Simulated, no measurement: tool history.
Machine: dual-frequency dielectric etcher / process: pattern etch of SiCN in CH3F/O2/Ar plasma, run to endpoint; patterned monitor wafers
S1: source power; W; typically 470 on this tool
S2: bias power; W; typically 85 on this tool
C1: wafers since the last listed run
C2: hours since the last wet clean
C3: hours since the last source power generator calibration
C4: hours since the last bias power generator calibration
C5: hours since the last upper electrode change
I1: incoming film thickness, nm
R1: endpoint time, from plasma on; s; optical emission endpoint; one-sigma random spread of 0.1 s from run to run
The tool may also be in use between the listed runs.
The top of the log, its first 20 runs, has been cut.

Run 21, hour 1587.1: usual settings; C1 735; C2 158.3; C3 432; C4 523.9; C5 621; I1 8.44. Result: R1 20 s.
Run 22, hour 1638.8: usual settings but S1 560 W, S2 69 W; C1 750; C2 210; C3 483.7; C4 575.6; C5 672.7; I1 8.55. Result: R1 20 s.
Run 23, hour 1689: usual settings; C1 728; C2 260.2; C3 533.9; C4 625.8; C5 722.9; I1 8.62. Result: R1 20.4 s.
Run 24, hour 1776.8: usual settings but S1 430 W, S2 105 W; C1 1273; C2 348; C3 621.7; C4 713.6; C5 810.7; I1 8.65. Result: R1 20.5 s.
Run 25, hour 1846.1: usual settings; C1 1005; C2 417.3; C3 691; C4 782.9; C5 880; I1 8.64. Result: R1 21.1 s.
Run 26, hour 1942.6: usual settings but S2 70 W; C1 1400; C2 513.8; C3 787.5; C4 879.4; C5 976.5; I1 8.53. Result: R1 21.8 s.
At hour 1981.8: wet clean of the chamber.
Run 27, hour 1982.3: usual settings but S1 560 W, S2 65 W; C1 227; C2 0.5; C3 827.2; C4 919.1; C5 1016.2; I1 8.61. Result: R1 20.2 s.
Run 28, hour 2040.8: usual settings but S1 500 W; C1 848; C2 59; C3 885.7; C4 977.6; C5 1074.7; I1 8.66. Result: R1 19.9 s.
Run 29, hour 2094.3: usual settings; C1 776; C2 112.5; C3 939.2; C4 1031.1; C5 1128.2; I1 8.59. Result: R1 20.3 s.
Run 30, hour 2171.2: usual settings; C1 1115; C2 189.4; C3 1016.1; C4 1108; C5 1205.1; I1 8.67. Result: R1 20.8 s.
Run 31, hour 2274.5: usual settings but S1 520 W, S2 65 W; C1 1498; C2 292.7; C3 1119.4; C4 1211.3; C5 1308.4; I1 8.68. Result: R1 21.2 s.
Run 32, hour 2385.9: usual settings; C1 1616; C2 404.1; C3 1230.8; C4 1322.7; C5 1419.8; I1 8.64. Result: R1 21.1 s.
Run 33, hour 2481.3: usual settings but S2 69 W; C1 1384; C2 499.5; C3 1326.2; C4 1418.1; C5 1515.2; I1 8.54. Result: R1 22.2 s.
At hour 2488.9: bias power generator calibrated.
At hour 2534.3: wet clean of the chamber.
Run 34, hour 2538.7: usual settings but S1 520 W, S2 91 W; C1 426; C2 4.4; C3 1383.6; C4 49.8; C5 1572.6; I1 8.67. Result: R1 19.2 s.
Run 35, hour 2580.7: usual settings but S1 400 W; C1 609; C2 46.4; C3 1425.6; C4 91.8; C5 1614.6; I1 8.58. Result: R1 21.7 s.

4 ways to go on from here, each from the tool as it stands after run 35. What would each give?
Run A, hour 2581.1: usual settings but S2 100 W; C1 5; C2 46.8; C3 1426; C4 92.2; C5 1615; I1 8.66. Result: R1 ?.
Run B, hour 2581.1: usual settings but S1 530 W, S2 79 W; C1 5; C2 46.8; C3 1426; C4 92.2; C5 1615; I1 8.66. Result: R1 ?.
Run C, hour 2581.1: usual settings but S1 430 W, S2 97 W; C1 5; C2 46.8; C3 1426; C4 92.2; C5 1615; I1 8.66. Result: R1 ?.
Run D, hour 2581.1: usual settings but S1 510 W, S2 70 W; C1 5; C2 46.8; C3 1426; C4 92.2; C5 1615; I1 8.66. Result: R1 ?.

run    R1
  A  19.4
  B  19.7
  C  20.3
  D  20.6
The same runs, with their run-to-run variation unchanged, on a tool lacking any hidden condition would have given:
run    R1
  A  19.4
  B  19.6
  C  20.3
  D  20.6

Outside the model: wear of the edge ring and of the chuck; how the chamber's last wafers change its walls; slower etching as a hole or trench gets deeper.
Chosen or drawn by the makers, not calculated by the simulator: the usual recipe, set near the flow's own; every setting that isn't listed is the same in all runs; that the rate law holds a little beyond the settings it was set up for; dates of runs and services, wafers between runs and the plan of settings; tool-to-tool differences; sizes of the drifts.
